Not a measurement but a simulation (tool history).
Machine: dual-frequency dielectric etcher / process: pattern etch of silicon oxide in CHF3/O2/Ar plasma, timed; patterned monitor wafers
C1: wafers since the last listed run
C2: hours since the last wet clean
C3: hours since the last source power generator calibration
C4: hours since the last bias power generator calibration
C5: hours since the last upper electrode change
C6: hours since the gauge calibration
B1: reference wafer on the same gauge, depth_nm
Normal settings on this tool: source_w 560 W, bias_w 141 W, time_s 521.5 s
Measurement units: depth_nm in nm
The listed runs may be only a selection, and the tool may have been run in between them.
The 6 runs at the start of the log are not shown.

run 7 hour=254.1 | source_w=560 bias_w=141 time_s=521.5 | C1=121 C2=409.2 C3=2684.1 C4=4382.8 C5=3790.2 C6=307.9 | B1=839.7 | depth_nm=948.5
-- hour=266.1 source power generator calibrated
-- hour=373.8 wet clean of the chamber
run 8 hour=458.8 | source_w=560 bias_w=141 time_s=521.5 | C1=712 C2=85 C3=192.7 C4=4587.5 C5=3994.9 C6=512.6 | B1=841.9 | depth_nm=944.8
-- hour=520.3 bias power generator calibrated
run 9 hour=523.1 | source_w=560 bias_w=141 time_s=521.5 | C1=243 C2=149.3 C3=257 C4=2.8 C5=4059.2 C6=576.9 | B1=841.1 | depth_nm=941.7
run 10 hour=582 | source_w=560 bias_w=141 time_s=521.5 | C1=237 C2=208.2 C3=315.9 C4=61.7 C5=4118.1 C6=635.8 | B1=841.1 | depth_nm=944.3
run 11 hour=640.9 | source_w=560 bias_w=141 time_s=521.5 | C1=237 C2=267.1 C3=374.8 C4=120.6 C5=4177 C6=694.7 | B1=842.5 | depth_nm=947
run 12 hour=699.8 | source_w=560 bias_w=141 time_s=521.5 | C1=237 C2=326 C3=433.7 C4=179.5 C5=4235.9 C6=753.6 | B1=841.1 | depth_nm=942.3
-- hour=897.1 wet clean of the chamber
run 13 hour=912.8 | source_w=560 bias_w=141 time_s=579.5 | C1=762 C2=15.7 C3=646.7 C4=392.5 C5=4448.9 C6=966.6 | B1=841.9 | depth_nm=1042.3
run 14 hour=954.1 | source_w=630 bias_w=172 time_s=620.5 | C1=166 C2=57 C3=688 C4=433.8 C5=4490.2 C6=1007.9 | B1=840.7 | depth_nm=1273.3
run 15 hour=983.4 | source_w=620 bias_w=169 time_s=653.5 | C1=118 C2=86.3 C3=717.3 C4=463.1 C5=4519.5 C6=1037.2 | B1=840.4 | depth_nm=1324.2
run 16 hour=1018 | source_w=560 bias_w=141 time_s=521.5 | C1=139 C2=120.9 C3=751.9 C4=497.7 C5=4554.1 C6=1071.8 | B1=841.4 | depth_nm=946.6
run 17 hour=1067.2 | source_w=560 bias_w=141 time_s=521.5 | C1=198 C2=170.1 C3=801.1 C4=546.9 C5=4603.3 C6=1121 | B1=840.9 | depth_nm=950.3
run 18 hour=1101 | source_w=560 bias_w=141 time_s=420.5 | C1=136 C2=203.9 C3=834.9 C4=580.7 C5=4637.1 C6=1154.8 | B1=841.4 | depth_nm=756.3
-- hour=1115.7 gauge calibrated
-- hour=1125.9 upper electrode replaced
run 19 hour=1142.7 | source_w=490 bias_w=141 time_s=521.5 | C1=71 C2=245.6 C3=876.6 C4=622.4 C5=16.8 C6=27 | B1=840.4 | depth_nm=926.3
run 20 hour=1209.9 | source_w=560 bias_w=141 time_s=521.5 | C1=271 C2=312.8 C3=943.8 C4=689.6 C5=84 C6=94.2 | B1=841 | depth_nm=951.4
run 21 hour=1242.9 | source_w=560 bias_w=141 time_s=521.5 | C1=133 C2=345.8 C3=976.8 C4=722.6 C5=117 C6=127.2 | B1=840.6 | depth_nm=944.7
run 22 hour=1278.4 | source_w=650 bias_w=120 time_s=443.5 | C1=143 C2=381.3 C3=1012.3 C4=758.1 C5=152.5 C6=162.7 | B1=842.3 | depth_nm=766.1
run 23 hour=1331.4 | source_w=560 bias_w=173 time_s=455.5 | C1=213 C2=434.3 C3=1065.3 C4=811.1 C5=205.5 C6=215.7 | B1=842.1 | depth_nm=913.9
run 24 hour=1373.7 | source_w=620 bias_w=141 time_s=521.5 | C1=170 C2=476.6 C3=1107.6 C4=853.4 C5=247.8 C6=258 | B1=841 | depth_nm=958.3
run 25 hour=1442.6 | source_w=560 bias_w=165 time_s=453 | C1=277 C2=545.5 C3=1176.5 C4=922.3 C5=316.7 C6=326.9 | B1=841.2 | depth_nm=890
-- hour=1475.2 wet clean of the chamber
run 26 hour=1475.7 | source_w=560 bias_w=162 time_s=628.5 | C1=36 C2=0.5 C3=1209.6 C4=955.4 C5=349.8 C6=360 | B1=841 | depth_nm=1227.7
run 27 hour=1512.1 | source_w=560 bias_w=141 time_s=420 | C1=146 C2=36.9 C3=1246 C4=991.8 C5=386.2 C6=396.4 | B1=841.8 | depth_nm=760.8
run 28 hour=1570.5 | source_w=600 bias_w=141 time_s=474.5 | C1=235 C2=95.3 C3=1304.4 C4=1050.2 C5=444.6 C6=454.8 | B1=841.3 | depth_nm=872.9
run 29 hour=1597.8 | source_w=520 bias_w=123 time_s=670.5 | C1=110 C2=122.6 C3=1331.7 C4=1077.5 C5=471.9 C6=482.1 | B1=840.6 | depth_nm=1116.5
run 30 hour=1652.5 | source_w=560 bias_w=141 time_s=599 | C1=220 C2=177.3 C3=1386.4 C4=1132.2 C5=526.6 C6=536.8 | B1=841.3 | depth_nm=1078.7
run 31 hour=1682.2 | source_w=470 bias_w=141 time_s=443.5 | C1=119 C2=207 C3=1416.1 C4=1161.9 C5=556.3 C6=566.5 | B1=841 | depth_nm=778.6

3 options for the next run, each taken on its own from the tool as it stands now. Forecast them:
run A hour=1682.8 | source_w=560 bias_w=141 time_s=521.5 | C1=2 C2=207.6 C3=1416.7 C4=1162.5 C5=556.9 C6=567.1 | B1=? | depth_nm=?
run B hour=1682.8 | source_w=560 bias_w=164 time_s=521.5 | C1=2 C2=207.6 C3=1416.7 C4=1162.5 C5=556.9 C6=567.1 | B1=? | depth_nm=?
run C hour=1682.8 | source_w=420 bias_w=121 time_s=521.5 | C1=2 C2=207.6 C3=1416.7 C4=1162.5 C5=556.9 C6=567.1 | B1=? | depth_nm=?

run=A B1=840.2 depth_nm=946.4
run=B B1=840.2 depth_nm=1021.5
run=C B1=840.2 depth_nm=828.8
Stripped of hidden state, with their random variation kept, the same runs would have yielded:
run=A depth_nm=946.4
run=B depth_nm=1021.5
run=C depth_nm=828.8
